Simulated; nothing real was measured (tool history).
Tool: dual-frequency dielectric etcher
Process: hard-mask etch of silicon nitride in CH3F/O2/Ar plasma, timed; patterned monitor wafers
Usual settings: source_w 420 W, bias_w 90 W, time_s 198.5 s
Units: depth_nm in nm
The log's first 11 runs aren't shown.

| run | hour | source_w | bias_w | time_s | wafers since the last listed run | hours since the last wet clean | hours since the last source power generator calibration | hours since the last bias power generator calibration | hours since the last upper electrode change | hours since the gauge calibration | read-back reference wafer on the same gauge, depth_nm | depth_nm |
|---|---|---|---|---|---|---|---|---|---|---|---|---|
|  | 144.7 | upper electrode replaced |
| 12 | 145.2 | 360 | 107 | 161 | 42 | 70.9 | 3971.1 | 148 | 0.5 | 57.9 | 157 | 114.9 |
| 13 | 145.5 | 420 | 90 | 198.5 | 1 | 71.2 | 3971.4 | 148.3 | 0.8 | 58.2 | 157.1 | 139 |
| 14 | 156.1 | 420 | 90 | 198.5 | 54 | 81.8 | 3982 | 158.9 | 11.4 | 68.8 | 157 | 138.8 |
|  | 165.5 | source power generator calibrated |
| 15 | 166 | 510 | 98 | 166.5 | 30 | 91.7 | 0.5 | 168.8 | 21.3 | 78.7 | 157 | 129.1 |
| 16 | 174.3 | 420 | 96 | 253 | 42 | 100 | 8.8 | 177.1 | 29.6 | 87 | 157 | 181.9 |
| 17 | 187.1 | 420 | 90 | 198.5 | 65 | 112.8 | 21.6 | 189.9 | 42.4 | 99.8 | 157 | 138.6 |
| 18 | 201.5 | 330 | 110 | 243 | 73 | 127.2 | 36 | 204.3 | 56.8 | 114.2 | 157 | 169.5 |
| 19 | 207.6 | 490 | 100 | 245 | 31 | 133.3 | 42.1 | 210.4 | 62.9 | 120.3 | 157.1 | 188.5 |
| 20 | 222.4 | 480 | 90 | 160.5 | 75 | 148.1 | 56.9 | 225.2 | 77.7 | 135.1 | 157 | 117.1 |
| 21 | 228.7 | 510 | 107 | 230.5 | 32 | 154.4 | 63.2 | 231.5 | 84 | 141.4 | 156.9 | 184.8 |
| 22 | 244.9 | 510 | 90 | 198.5 | 82 | 170.6 | 79.4 | 247.7 | 100.2 | 157.6 | 157 | 147.9 |
| 23 | 258.3 | 420 | 90 | 254.5 | 68 | 184 | 92.8 | 261.1 | 113.6 | 171 | 157 | 177.1 |
| 24 | 270.8 | 370 | 98 | 156.5 | 63 | 196.5 | 105.3 | 273.6 | 126.1 | 183.5 | 157 | 107.8 |
| 25 | 278.2 | 500 | 110 | 217.5 | 37 | 203.9 | 112.7 | 281 | 133.5 | 190.9 | 157 | 175.2 |
| 26 | 285.4 | 420 | 90 | 198.5 | 36 | 211.1 | 119.9 | 288.2 | 140.7 | 198.1 | 156.9 | 137.6 |
| 27 | 302 | 490 | 100 | 245 | 84 | 227.7 | 136.5 | 304.8 | 157.3 | 214.7 | 157 | 187.9 |
| 28 | 319.6 | 420 | 90 | 198.5 | 89 | 245.3 | 154.1 | 322.4 | 174.9 | 232.3 | 157 | 137.8 |
| 29 | 332.9 | 500 | 90 | 155.5 | 67 | 258.6 | 167.4 | 335.7 | 188.2 | 245.6 | 156.9 | 114.8 |
| 30 | 349.6 | 360 | 106 | 198.5 | 85 | 275.3 | 184.1 | 352.4 | 204.9 | 262.3 | 157 | 139.5 |
| 31 | 355.9 | 340 | 104 | 256.5 | 32 | 281.6 | 190.4 | 358.7 | 211.2 | 268.6 | 157 | 175.8 |

3 ways to go on from here, each from the tool as it stands after run 31. What would each give?
| A | 356.4 | 420 | 90 | 245 | 2 | 282.1 | 190.9 | 359.2 | 211.7 | 269.1 | ? | ? |
| B | 356.4 | 360 | 102 | 198.5 | 2 | 282.1 | 190.9 | 359.2 | 211.7 | 269.1 | ? | ? |
| C | 356.4 | 490 | 84 | 238.5 | 2 | 282.1 | 190.9 | 359.2 | 211.7 | 269.1 | ? | ? |

| run | read-back reference wafer on the same gauge, depth_nm | depth_nm |
|---|---|---|
| A | 156.9 | 169.7 |
| B | 156.9 | 137.4 |
| C | 156.9 | 169.6 |
Without the tool's hidden state the same runs would have given:
| run | depth_nm |
|---|---|
| A | 171.5 |
| B | 138.8 |
| C | 171.4 |
